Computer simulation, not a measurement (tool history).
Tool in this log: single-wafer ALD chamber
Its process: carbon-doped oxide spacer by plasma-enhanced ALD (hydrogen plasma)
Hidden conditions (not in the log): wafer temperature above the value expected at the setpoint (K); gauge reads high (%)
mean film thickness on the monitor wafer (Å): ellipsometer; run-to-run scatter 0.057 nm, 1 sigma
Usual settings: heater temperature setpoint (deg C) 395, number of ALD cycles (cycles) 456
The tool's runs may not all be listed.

run,hour,heater temperature setpoint (deg C),number of ALD cycles (cycles),wafers since the last listed run,hours since the last thermocouple change,hours since the gauge calibration,"read-back reference wafer on the same gauge, thickness_nm",mean film thickness on the monitor wafer (Å)
1,0.0,395,456,0,1553.5,394.0,18.895,228.00
2,37.1,395,456,20,1590.6,431.1,18.897,227.60
3,84.6,395,456,26,1638.1,478.6,18.908,227.80
4,111.0,395,456,14,1664.5,505.0,18.906,228.33
5,182.5,395,456,39,1736.0,576.5,18.894,227.63
6,215.0,395,456,18,1768.5,609.0,18.908,226.90
7,263.8,395,456,27,1817.3,657.8,18.899,228.32
8,319.7,400,486,31,1873.2,713.7,18.898,241.72
9,348.0,400,486,15,1901.5,742.0,18.906,241.41
10,389.5,400,486,23,1943.0,783.5,18.905,242.45
11,447.5,400,482,32,2001.0,841.5,18.897,240.18
12,497.7,400,482,28,2051.2,891.7,18.879,239.82
13,553.8,400,482,31,2107.3,947.8,18.892,241.00
14,582.5,395,514,16,2136.0,976.5,18.896,256.55
15,645.1,395,519,34,2198.6,1039.1,18.907,259.47
# hour 677.6: thermocouple changed; heater temperature recalibrated
16,679.8,395,519,14,2.2,1073.8,18.889,259.06
17,759.1,395,519,44,81.5,1153.1,18.898,258.65
18,811.3,389,456,29,133.7,1205.3,18.867,227.96
19,859.8,407,417,27,182.2,1253.8,18.903,202.14
20,917.6,389,404,32,240.0,1311.6,18.910,201.29
21,948.8,381,456,17,271.2,1342.8,18.906,227.20
22,1005.0,400,376,31,327.4,1399.0,18.915,187.32
23,1052.6,404,456,26,375.0,1446.6,18.894,223.54
24,1090.5,402,532,21,412.9,1484.5,18.896,264.39
25,1133.9,389,526,24,456.3,1527.9,18.911,262.24
26,1171.0,405,370,20,493.4,1565.0,18.898,181.49
# hour 1188.4: gauge calibrated
27,1209.4,407,394,21,531.8,21.0,18.890,191.40
28,1264.2,395,456,30,586.6,75.8,18.909,227.98
29,1309.5,400,482,25,631.9,121.1,18.896,239.66
30,1374.9,395,511,36,697.3,186.5,18.874,254.97
31,1420.2,395,456,25,742.6,231.8,18.883,228.98
32,1490.7,388,366,39,813.1,302.3,18.907,183.80
33,1556.8,408,456,36,879.2,368.4,18.889,221.12
34,1628.5,395,456,40,950.9,440.1,18.908,227.69

Exercise: give the hidden state of the tool at every run:
wafer temperature above the value expected at the setpoint (K): 0 in every run
gauge reads high (%): 0 in every run

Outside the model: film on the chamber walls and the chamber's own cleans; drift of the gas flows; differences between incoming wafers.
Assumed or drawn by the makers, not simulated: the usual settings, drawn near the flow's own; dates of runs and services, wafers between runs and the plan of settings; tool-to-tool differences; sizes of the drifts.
